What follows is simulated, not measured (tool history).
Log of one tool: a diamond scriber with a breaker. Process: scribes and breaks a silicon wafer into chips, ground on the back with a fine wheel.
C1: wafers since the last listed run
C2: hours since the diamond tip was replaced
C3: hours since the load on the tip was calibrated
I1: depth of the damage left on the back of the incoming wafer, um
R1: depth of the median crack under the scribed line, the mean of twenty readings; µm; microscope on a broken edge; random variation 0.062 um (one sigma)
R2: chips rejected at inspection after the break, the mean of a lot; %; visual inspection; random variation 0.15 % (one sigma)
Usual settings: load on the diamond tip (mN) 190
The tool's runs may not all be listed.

Run 1, day 0: usual settings but load on the diamond tip (mN) 177; C1 0; C2 790.2; C3 875.2; I1 2.01. Result: R1 8.53 µm, R2 12.86 %.
Run 2, day 0.479: usual settings but load on the diamond tip (mN) 218; C1 29; C2 801.7; C3 886.7; I1 2.14. Result: R1 9.82 µm, R2 6.98 %.
Run 3, day 1.317: usual settings but load on the diamond tip (mN) 218; C1 50; C2 821.8; C3 906.8; I1 1.68. Result: R1 9.68 µm, R2 6.22 %.
Run 4, day 1.762: usual settings but load on the diamond tip (mN) 218; C1 27; C2 832.5; C3 917.5; I1 2.69. Result: R1 9.78 µm, R2 7.73 %.
Run 5, day 2.042: usual settings but load on the diamond tip (mN) 157; C1 16; C2 839.2; C3 924.2; I1 2.27. Result: R1 7.72 µm, R2 22.85 %.
Run 6, day 2.408: usual settings; C1 22; C2 848; C3 933; I1 2.39. Result: R1 8.76 µm, R2 14.41 %.
Run 7, day 3.117: usual settings; C1 42; C2 865; C3 950; I1 2.31. Result: R1 8.71 µm, R2 13.03 %.
At day 3.246: load on the tip recalibrated.
Run 8, day 3.408: usual settings; C1 12; C2 872; C3 3.9; I1 2.95. Result: R1 9.7 µm, R2 6.96 %.
Run 9, day 4.033: usual settings but load on the diamond tip (mN) 210; C1 37; C2 887; C3 18.9; I1 2.7. Result: R1 10.3 µm, R2 5.91 %.
Run 10, day 4.625: usual settings but load on the diamond tip (mN) 165; C1 35; C2 901.2; C3 33.1; I1 2.99. Result: R1 8.61 µm, R2 15.29 %.
Run 11, day 5.012: usual settings but load on the diamond tip (mN) 211; C1 23; C2 910.5; C3 42.4; I1 2.61. Result: R1 10.1 µm, R2 5.34 %.
At day 5.625: diamond tip replaced by a new one.
Run 12, day 6.742: usual settings; C1 99; C2 26.8; C3 83.9; I1 2.4. Result: R1 11.41 µm, R2 2.48 %.
Run 13, day 7.217: usual settings; C1 28; C2 38.2; C3 95.3; I1 2.23. Result: R1 11.45 µm, R2 2.44 %.
Run 14, day 7.504: usual settings but load on the diamond tip (mN) 238; C1 17; C2 45.1; C3 102.2; I1 1.71. Result: R1 13.3 µm, R2 2.48 %.
Run 15, day 7.838: usual settings but load on the diamond tip (mN) 143; C1 20; C2 53.1; C3 110.2; I1 1.7. Result: R1 9.29 µm, R2 8.33 %.
Run 16, day 8.446: usual settings but load on the diamond tip (mN) 220; C1 36; C2 67.7; C3 124.8; I1 2.23. Result: R1 12.37 µm, R2 1.96 %.
Run 17, day 8.812: usual settings but load on the diamond tip (mN) 222; C1 22; C2 76.5; C3 133.6; I1 2.68. Result: R1 12.39 µm, R2 2.39 %.

Measured less the same run without the tool's hidden state. The same run-to-run variation is in both; the gauge's scatter may not be:
The hidden state here: share of the diamond tip's cutting effectiveness lost through wear, %; deviation of the load on the tip from its setpoint, %.
run     R1      R2
  1  -2.94  +11.05
  2  -3.42    +4.2
  3  -3.45   +3.85
  4  -3.53   +4.79
  5   -2.8  +18.67
  6  -3.21  +12.17
  7  -3.25   +11.1
  8  -2.32   +4.79
  9  -2.58   +3.04
 10  -2.25  +11.17
 11   -2.7   +2.89
 12   -0.6   +0.41
 13  -0.67   +0.47
 14  -0.82   -1.56
 15   -0.6   +2.84
 16  -0.89    -0.9
 17  -0.95   -0.92

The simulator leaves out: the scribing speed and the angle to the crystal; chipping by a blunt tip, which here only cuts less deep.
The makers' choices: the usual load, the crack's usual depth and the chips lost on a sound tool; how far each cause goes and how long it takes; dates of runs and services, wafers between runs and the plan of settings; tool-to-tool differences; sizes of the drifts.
